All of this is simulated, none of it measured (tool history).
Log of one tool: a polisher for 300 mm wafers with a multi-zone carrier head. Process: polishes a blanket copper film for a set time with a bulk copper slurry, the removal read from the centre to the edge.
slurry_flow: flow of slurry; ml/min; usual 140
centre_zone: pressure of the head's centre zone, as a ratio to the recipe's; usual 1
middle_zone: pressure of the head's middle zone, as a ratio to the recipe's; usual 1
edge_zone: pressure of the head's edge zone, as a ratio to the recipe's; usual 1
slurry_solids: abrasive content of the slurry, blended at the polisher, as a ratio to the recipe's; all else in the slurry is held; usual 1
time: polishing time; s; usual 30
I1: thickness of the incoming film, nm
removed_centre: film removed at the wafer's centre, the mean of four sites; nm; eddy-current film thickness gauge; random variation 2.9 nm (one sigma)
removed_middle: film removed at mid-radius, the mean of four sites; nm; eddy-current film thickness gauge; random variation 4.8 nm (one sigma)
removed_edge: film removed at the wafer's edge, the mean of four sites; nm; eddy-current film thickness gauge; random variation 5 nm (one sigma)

run 1 hour=0 | slurry_flow=140 centre_zone=1 middle_zone=1 edge_zone=1 slurry_solids=1 time=30 | I1=1963.7 | removed_centre=376.2 removed_middle=375.4 removed_edge=370.5
run 2 hour=58.6 | slurry_flow=110 centre_zone=1 middle_zone=1 edge_zone=1 slurry_solids=1 time=30 | I1=1986.2 | removed_centre=356.5 removed_middle=352.9 removed_edge=365.9
run 3 hour=87.2 | slurry_flow=170 centre_zone=1 middle_zone=1 edge_zone=1 slurry_solids=1 time=30 | I1=2006.8 | removed_centre=387.4 removed_middle=371.4 removed_edge=392.1
run 4 hour=136.6 | slurry_flow=170 centre_zone=1 middle_zone=1 edge_zone=1 slurry_solids=1 time=30 | I1=2004.2 | removed_centre=382 removed_middle=381.8 removed_edge=381.4
-- hour=163.7 worn pad replaced by a new one
run 5 hour=191.8 | slurry_flow=140 centre_zone=1.02 middle_zone=1 edge_zone=0.93 slurry_solids=1 time=30 | I1=1983.7 | removed_centre=371.1 removed_middle=355.9 removed_edge=358.7
run 6 hour=231.3 | slurry_flow=140 centre_zone=1 middle_zone=0.91 edge_zone=1 slurry_solids=1 time=30 | I1=2024.2 | removed_centre=364.5 removed_middle=343.6 removed_edge=370.7
-- hour=291.8 carrier head's membrane replaced by a new one, of another model than before
run 7 hour=292.3 | slurry_flow=140 centre_zone=1 middle_zone=0.91 edge_zone=1 slurry_solids=1 time=30 | I1=2000.8 | removed_centre=358.5 removed_middle=333.2 removed_edge=366
run 8 hour=325 | slurry_flow=140 centre_zone=1 middle_zone=1 edge_zone=1 slurry_solids=1 time=30 | I1=2041 | removed_centre=348.6 removed_middle=356.2 removed_edge=349
-- hour=332.5 slurry nozzle cleaned
run 9 hour=363.9 | slurry_flow=140 centre_zone=1 middle_zone=1 edge_zone=1 slurry_solids=1 time=30 | I1=1959.7 | removed_centre=374.1 removed_middle=369.3 removed_edge=372
-- hour=393.7 edge zone pressure recalibrated
-- hour=407.6 worn pad replaced by a new one
run 10 hour=430.3 | slurry_flow=140 centre_zone=1 middle_zone=1 edge_zone=1.03 slurry_solids=1 time=26 | I1=1990.5 | removed_centre=328.5 removed_middle=319.6 removed_edge=331.5
run 11 hour=495.1 | slurry_flow=140 centre_zone=0.95 middle_zone=1 edge_zone=1 slurry_solids=1.25 time=30 | I1=1982.8 | removed_centre=391.7 removed_middle=403.4 removed_edge=403.8
run 12 hour=558.6 | slurry_flow=140 centre_zone=1 middle_zone=1 edge_zone=1 slurry_solids=1 time=30 | I1=1993.5 | removed_centre=376.1 removed_middle=364.8 removed_edge=373.3
-- hour=585.6 centre zone pressure recalibrated
run 13 hour=586.1 | slurry_flow=140 centre_zone=1.11 middle_zone=1 edge_zone=0.9 slurry_solids=1 time=40 | I1=2010 | removed_centre=509.1 removed_middle=481.8 removed_edge=479.3
run 14 hour=619.3 | slurry_flow=140 centre_zone=0.88 middle_zone=1 edge_zone=1 slurry_solids=1 time=30 | I1=2042.1 | removed_centre=349.9 removed_middle=361.8 removed_edge=370.6
-- hour=630.4 worn pad replaced by a new one
run 15 hour=724.6 | slurry_flow=140 centre_zone=1 middle_zone=1 edge_zone=1 slurry_solids=1 time=30 | I1=1967.4 | removed_centre=356.4 removed_middle=355.9 removed_edge=355.7
run 16 hour=785.8 | slurry_flow=140 centre_zone=1.05 middle_zone=0.95 edge_zone=1 slurry_solids=1.3 time=30 | I1=1982.8 | removed_centre=385.3 removed_middle=363.5 removed_edge=385.5
-- hour=798.8 slurry nozzle cleaned
-- hour=817.4 edge zone pressure recalibrated
run 17 hour=841 | slurry_flow=140 centre_zone=0.89 middle_zone=1 edge_zone=1 slurry_solids=1.25 time=30 | I1=2018.3 | removed_centre=380.7 removed_middle=389.3 removed_edge=410.7
-- hour=876.6 worn pad replaced by a new one
run 18 hour=909.8 | slurry_flow=140 centre_zone=1 middle_zone=1 edge_zone=1.11 slurry_solids=1 time=30 | I1=1990.9 | removed_centre=373.3 removed_middle=370.6 removed_edge=385.5
-- hour=919.2 carrier head's membrane replaced by a new one
run 19 hour=937.9 | slurry_flow=120 centre_zone=1 middle_zone=1 edge_zone=1 slurry_solids=1 time=30 | I1=2024.2 | removed_centre=362.1 removed_middle=353.7 removed_edge=363.5
-- hour=1075.4 worn pad replaced by a new one
run 20 hour=1150.8 | slurry_flow=140 centre_zone=1 middle_zone=1 edge_zone=1 slurry_solids=1 time=30 | I1=2031.9 | removed_centre=362 removed_middle=353.2 removed_edge=368.9

The tool's hidden state at each run:
removal rate lost through wear of the pad, %: 0 in every run
deviation of the centre zone's pressure from its setpoint, %: 0 in every run
deviation of the edge zone's pressure from its setpoint, %: 0 in every run
H1: slurry flow missing at the pad, %
run=1 H1=4.1
run=2 H1=6.32
run=3 H1=7.77
run=4 H1=10.8
run=5 H1=15.1
run=6 H1=18.7
run=7 H1=25.2
run=8 H1=29.1
run=9 H1=2.25
run=10 H1=3.5
run=11 H1=5.97
run=12 H1=9.57
run=13 H1=11.5
run=14 H1=14.1
run=15 H1=24.6
run=16 H1=32.1
run=17 H1=1.4
run=18 H1=2.94
run=19 H1=3.97
run=20 H1=19.2
